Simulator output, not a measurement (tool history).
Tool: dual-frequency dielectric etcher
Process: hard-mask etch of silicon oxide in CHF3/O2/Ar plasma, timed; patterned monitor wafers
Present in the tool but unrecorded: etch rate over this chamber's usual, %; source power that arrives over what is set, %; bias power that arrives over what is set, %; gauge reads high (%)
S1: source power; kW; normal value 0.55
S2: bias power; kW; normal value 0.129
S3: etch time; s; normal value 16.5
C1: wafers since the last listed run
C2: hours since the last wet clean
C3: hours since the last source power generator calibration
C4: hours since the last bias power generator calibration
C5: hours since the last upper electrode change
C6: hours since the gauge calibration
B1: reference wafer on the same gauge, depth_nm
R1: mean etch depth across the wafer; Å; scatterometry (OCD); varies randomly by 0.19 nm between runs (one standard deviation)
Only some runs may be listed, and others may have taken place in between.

Run 1, hour 0: usual settings but S1 0.49 kW; C1 0; C2 340.2; C3 3104.2; C4 4148.5; C5 1917.2; C6 583.8; B1 30.16. Result: R1 290.8 Å.
Run 2, hour 29.9: usual settings; C1 472; C2 370.1; C3 3134.1; C4 4178.4; C5 1947.1; C6 613.7; B1 30.21. Result: R1 292.9 Å.
Run 3, hour 65.1: usual settings; C1 556; C2 405.3; C3 3169.3; C4 4213.6; C5 1982.3; C6 648.9; B1 30.22. Result: R1 298.6 Å.
Run 4, hour 87.1: usual settings but S1 0.49 kW, S3 20.5 s; C1 347; C2 427.3; C3 3191.3; C4 4235.6; C5 2004.3; C6 670.9; B1 30.14. Result: R1 356.3 Å.
Run 5, hour 112.7: usual settings but S1 0.49 kW, S3 20.5 s; C1 404; C2 452.9; C3 3216.9; C4 4261.2; C5 2029.9; C6 696.5; B1 30.28. Result: R1 362.3 Å.
Run 6, hour 128.7: usual settings but S1 0.49 kW, S3 20.5 s; C1 252; C2 468.9; C3 3232.9; C4 4277.2; C5 2045.9; C6 712.5; B1 30.21. Result: R1 362 Å.
At hour 164.6: wet clean of the chamber.
Run 7, hour 165.1: usual settings; C1 195; C2 0.5; C3 3269.3; C4 4313.6; C5 2082.3; C6 748.9; B1 30.19. Result: R1 302.8 Å.
Run 8, hour 188.5: usual settings; C1 369; C2 23.9; C3 3292.7; C4 4337; C5 2105.7; C6 772.3; B1 30.18. Result: R1 306.2 Å.
At hour 200.8: bias power generator calibrated.
Run 9, hour 206.1: usual settings; C1 214; C2 41.5; C3 3310.3; C4 5.3; C5 2123.3; C6 789.9; B1 30.14. Result: R1 304.7 Å.
Run 10, hour 233.3: usual settings; C1 429; C2 68.7; C3 3337.5; C4 32.5; C5 2150.5; C6 817.1; B1 30.25. Result: R1 304.4 Å.
Run 11, hour 250: usual settings; C1 263; C2 85.4; C3 3354.2; C4 49.2; C5 2167.2; C6 833.8; B1 30.25. Result: R1 309 Å.
Run 12, hour 274.9: usual settings; C1 393; C2 110.3; C3 3379.1; C4 74.1; C5 2192.1; C6 858.7; B1 30.22. Result: R1 308.1 Å.
At hour 310.1: wet clean of the chamber, repeated, since the last time left the tool worse.
Run 13, hour 310.6: usual settings; C1 184; C2 0.5; C3 3414.8; C4 109.8; C5 2227.8; C6 894.4; B1 30.2. Result: R1 283.9 Å.
At hour 317.1: gauge calibrated.
Run 14, hour 321.5: usual settings but S3 12 s; C1 172; C2 11.4; C3 3425.7; C4 120.7; C5 2238.7; C6 4.4; B1 30.24. Result: R1 208.4 Å.
Run 15, hour 339.8: usual settings; C1 289; C2 29.7; C3 3444; C4 139; C5 2257; C6 22.7; B1 30.11. Result: R1 286.8 Å.
Run 16, hour 359.6: usual settings but S1 0.59 kW, S2 0.105 kW; C1 312; C2 49.5; C3 3463.8; C4 158.8; C5 2276.8; C6 42.5; B1 30.19. Result: R1 273.6 Å.
Run 17, hour 387.7: usual settings but S1 0.42 kW, S2 0.115 kW, S3 20.5 s; C1 443; C2 77.6; C3 3491.9; C4 186.9; C5 2304.9; C6 70.6; B1 30.23. Result: R1 327.4 Å.
Run 18, hour 438.3: usual settings but S1 0.48 kW, S2 0.158 kW, S3 12 s; C1 799; C2 128.2; C3 3542.5; C4 237.5; C5 2355.5; C6 121.2; B1 30.21. Result: R1 221.5 Å.
Run 19, hour 453.6: usual settings but S3 12.5 s; C1 241; C2 143.5; C3 3557.8; C4 252.8; C5 2370.8; C6 136.5; B1 30.23. Result: R1 220 Å.
Run 20, hour 479.1: usual settings but S1 0.49 kW, S3 20.5 s; C1 402; C2 169; C3 3583.3; C4 278.3; C5 2396.3; C6 162; B1 30.22. Result: R1 355.7 Å.
Run 21, hour 511.7: usual settings but S1 0.64 kW, S2 0.149 kW, S3 15 s; C1 514; C2 201.6; C3 3615.9; C4 310.9; C5 2428.9; C6 194.6; B1 30.19. Result: R1 291.7 Å.
Run 22, hour 530.3: usual settings but S1 0.51 kW, S2 0.118 kW; C1 293; C2 220.2; C3 3634.5; C4 329.5; C5 2447.5; C6 213.2; B1 30.2. Result: R1 277.5 Å.
Run 23, hour 544.7: usual settings but S2 0.103 kW, S3 19.5 s; C1 227; C2 234.6; C3 3648.9; C4 343.9; C5 2461.9; C6 227.6; B1 30.23. Result: R1 320.6 Å.
At hour 571.9: upper electrode replaced.
At hour 607: source power generator calibrated.
Run 24, hour 644: usual settings but S1 0.44 kW, S2 0.106 kW; C1 1126; C2 333.9; C3 37; C4 443.2; C5 72.1; C6 326.9; B1 30.17. Result: R1 264.5 Å.
Run 25, hour 672.7: usual settings but S2 0.109 kW, S3 21 s; C1 453; C2 362.6; C3 65.7; C4 471.9; C5 100.8; C6 355.6; B1 30.2. Result: R1 352.6 Å.
Run 26, hour 774.9: usual settings but S1 0.62 kW; C1 1614; C2 464.8; C3 167.9; C4 574.1; C5 203; C6 457.8; B1 30.18. Result: R1 304.6 Å.
Run 27, hour 797.4: usual settings but S1 0.63 kW, S2 0.12 kW, S3 13.5 s; C1 355; C2 487.3; C3 190.4; C4 596.6; C5 225.5; C6 480.3; B1 30.27. Result: R1 243.4 Å.
At hour 823: wet clean of the chamber.
Run 28, hour 823.5: usual settings but S2 0.117 kW, S3 14.5 s; C1 33; C2 0.5; C3 216.5; C4 622.7; C5 251.6; C6 506.4; B1 30.15. Result: R1 241.8 Å.
Run 29, hour 842.8: usual settings; C1 304; C2 19.8; C3 235.8; C4 642; C5 270.9; C6 525.7; B1 30.16. Result: R1 289 Å.
Run 30, hour 877.7: usual settings but S1 0.68 kW, S2 0.1 kW, S3 11.5 s; C1 551; C2 54.7; C3 270.7; C4 676.9; C5 305.8; C6 560.6; B1 30.22. Result: R1 193.7 Å.
Run 31, hour 892.2: usual settings; C1 229; C2 69.2; C3 285.2; C4 691.4; C5 320.3; C6 575.1; B1 30.25. Result: R1 292.1 Å.

Each row is a separate what-if for the run after 31, all from the same tool condition, not one after another. Results?
Run A, hour 892.6: usual settings but S3 15 s; C1 6; C2 69.6; C3 285.6; C4 691.8; C5 320.7; C6 575.5; B1 ?. Result: R1 ?.
Run B, hour 892.6: usual settings but S1 0.66 kW, S2 0.147 kW, S3 19 s; C1 6; C2 69.6; C3 285.6; C4 691.8; C5 320.7; C6 575.5; B1 ?. Result: R1 ?.
Run C, hour 892.6: usual settings but S2 0.151 kW; C1 6; C2 69.6; C3 285.6; C4 691.8; C5 320.7; C6 575.5; B1 ?. Result: R1 ?.

run    B1     R1
  A  30.2  260.2
  B  30.2  359.5
  C  30.2  302.7
Without the tool's hidden state the same runs would have given:
run     R1
  A  259.1
  B  358.1
  C  301.5
